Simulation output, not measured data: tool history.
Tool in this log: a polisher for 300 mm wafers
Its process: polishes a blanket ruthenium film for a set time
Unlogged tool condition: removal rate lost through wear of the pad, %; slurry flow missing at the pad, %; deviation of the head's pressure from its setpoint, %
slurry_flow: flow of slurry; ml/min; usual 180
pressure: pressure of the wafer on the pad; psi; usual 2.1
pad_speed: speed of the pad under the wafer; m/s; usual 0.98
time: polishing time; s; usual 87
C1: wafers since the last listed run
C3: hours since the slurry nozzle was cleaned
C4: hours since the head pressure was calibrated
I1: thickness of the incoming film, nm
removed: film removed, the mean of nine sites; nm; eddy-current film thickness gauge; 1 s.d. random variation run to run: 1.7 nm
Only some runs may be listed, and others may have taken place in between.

{"run": 1, "hour": 0.0, "slurry_flow": 180, "pressure": 1.8, "pad_speed": 0.98, "time": 109, "C1": 0, "wafers polished on this pad": 781, "C3": 168.2, "C4": 583.8, "I1": 532.2, "removed": 125.7}
{"hour": 107.2, "done": "worn pad replaced by a new one"}
{"run": 2, "hour": 107.7, "slurry_flow": 180, "pressure": 1.8, "pad_speed": 0.98, "time": 109, "C1": 674, "wafers polished on this pad": 3, "C3": 275.9, "C4": 691.5, "I1": 532.8, "removed": 129.3}
{"run": 3, "hour": 156.2, "slurry_flow": 180, "pressure": 2.1, "pad_speed": 0.98, "time": 87, "C1": 315, "wafers polished on this pad": 319, "C3": 324.4, "C4": 740.0, "I1": 530.8, "removed": 120.5}
{"run": 4, "hour": 254.3, "slurry_flow": 155, "pressure": 2.1, "pad_speed": 0.98, "time": 87, "C1": 638, "wafers polished on this pad": 957, "C3": 422.5, "C4": 838.1, "I1": 522.0, "removed": 114.1}
{"run": 5, "hour": 311.2, "slurry_flow": 155, "pressure": 2.1, "pad_speed": 0.98, "time": 87, "C1": 370, "wafers polished on this pad": 1327, "C3": 479.4, "C4": 895.0, "I1": 532.4, "removed": 107.8}
{"hour": 339.7, "done": "worn pad replaced by a new one"}
{"run": 6, "hour": 353.3, "slurry_flow": 180, "pressure": 2.1, "pad_speed": 0.98, "time": 87, "C1": 247, "wafers polished on this pad": 88, "C3": 521.5, "C4": 937.1, "I1": 532.6, "removed": 116.2}
{"run": 7, "hour": 416.6, "slurry_flow": 180, "pressure": 2.1, "pad_speed": 0.98, "time": 87, "C1": 411, "wafers polished on this pad": 500, "C3": 584.8, "C4": 1000.4, "I1": 539.1, "removed": 110.8}
{"run": 8, "hour": 460.3, "slurry_flow": 180, "pressure": 2.1, "pad_speed": 0.98, "time": 87, "C1": 284, "wafers polished on this pad": 784, "C3": 628.5, "C4": 1044.1, "I1": 535.1, "removed": 111.7}
{"hour": 526.1, "done": "slurry nozzle cleaned"}
{"hour": 533.6, "done": "worn pad replaced by a new one"}
{"run": 9, "hour": 564.9, "slurry_flow": 125, "pressure": 2.1, "pad_speed": 0.98, "time": 78, "C1": 648, "wafers polished on this pad": 203, "C3": 38.8, "C4": 1148.7, "I1": 531.6, "removed": 99.3}
{"run": 10, "hour": 625.7, "slurry_flow": 215, "pressure": 2.6, "pad_speed": 0.68, "time": 87, "C1": 395, "wafers polished on this pad": 599, "C3": 99.6, "C4": 1209.5, "I1": 532.3, "removed": 101.5}
{"run": 11, "hour": 675.1, "slurry_flow": 180, "pressure": 2.1, "pad_speed": 0.98, "time": 87, "C1": 321, "wafers polished on this pad": 920, "C3": 149.0, "C4": 1258.9, "I1": 529.3, "removed": 117.1}
{"hour": 759.3, "done": "worn pad replaced by a new one"}
{"run": 12, "hour": 764.1, "slurry_flow": 180, "pressure": 1.7, "pad_speed": 1.06, "time": 70, "C1": 553, "wafers polished on this pad": 31, "C3": 238.0, "C4": 1347.9, "I1": 521.2, "removed": 84.4}
{"hour": 806.5, "done": "head pressure recalibrated"}
{"run": 13, "hour": 832.1, "slurry_flow": 140, "pressure": 2.1, "pad_speed": 0.98, "time": 87, "C1": 429, "wafers polished on this pad": 460, "C3": 306.0, "C4": 25.6, "I1": 534.6, "removed": 114.6}
{"run": 14, "hour": 872.7, "slurry_flow": 150, "pressure": 2.1, "pad_speed": 0.98, "time": 87, "C1": 264, "wafers polished on this pad": 724, "C3": 346.6, "C4": 66.2, "I1": 528.1, "removed": 114.3}
{"run": 15, "hour": 950.3, "slurry_flow": 180, "pressure": 2.1, "pad_speed": 0.98, "time": 87, "C1": 505, "wafers polished on this pad": 1229, "C3": 424.2, "C4": 143.8, "I1": 535.6, "removed": 110.5}
{"hour": 984.4, "done": "worn pad replaced by a new one"}
{"run": 16, "hour": 1044.6, "slurry_flow": 180, "pressure": 2.1, "pad_speed": 0.98, "time": 102, "C1": 587, "wafers polished on this pad": 391, "C3": 518.5, "C4": 238.1, "I1": 530.8, "removed": 134.4}
{"run": 17, "hour": 1117.3, "slurry_flow": 180, "pressure": 2.1, "pad_speed": 0.98, "time": 87, "C1": 473, "wafers polished on this pad": 865, "C3": 591.2, "C4": 310.8, "I1": 531.7, "removed": 111.3}

Here are 3 independent what-if runs from the current tool condition. What would each one return?
{"run": "A", "hour": 1117.8, "slurry_flow": 180, "pressure": 2.1, "pad_speed": 0.98, "time": 87, "C1": 3, "wafers polished on this pad": 868, "C3": 591.7, "C4": 311.3, "I1": 530.7, "removed": "?"}
{"run": "B", "hour": 1117.8, "slurry_flow": 180, "pressure": 1.7, "pad_speed": 0.98, "time": 87, "C1": 3, "wafers polished on this pad": 868, "C3": 591.7, "C4": 311.3, "I1": 530.7, "removed": "?"}
{"run": "C", "hour": 1117.8, "slurry_flow": 135, "pressure": 1.7, "pad_speed": 0.76, "time": 59, "C1": 3, "wafers polished on this pad": 868, "C3": 591.7, "C4": 311.3, "I1": 530.7, "removed": "?"}

run=A removed=111.0
run=B removed=89.8
run=C removed=44.8
The same runs, with their run-to-run variation unchanged, on a tool lacking any hidden condition would have given:
run=A removed=120.9
run=B removed=97.9
run=C removed=49.4
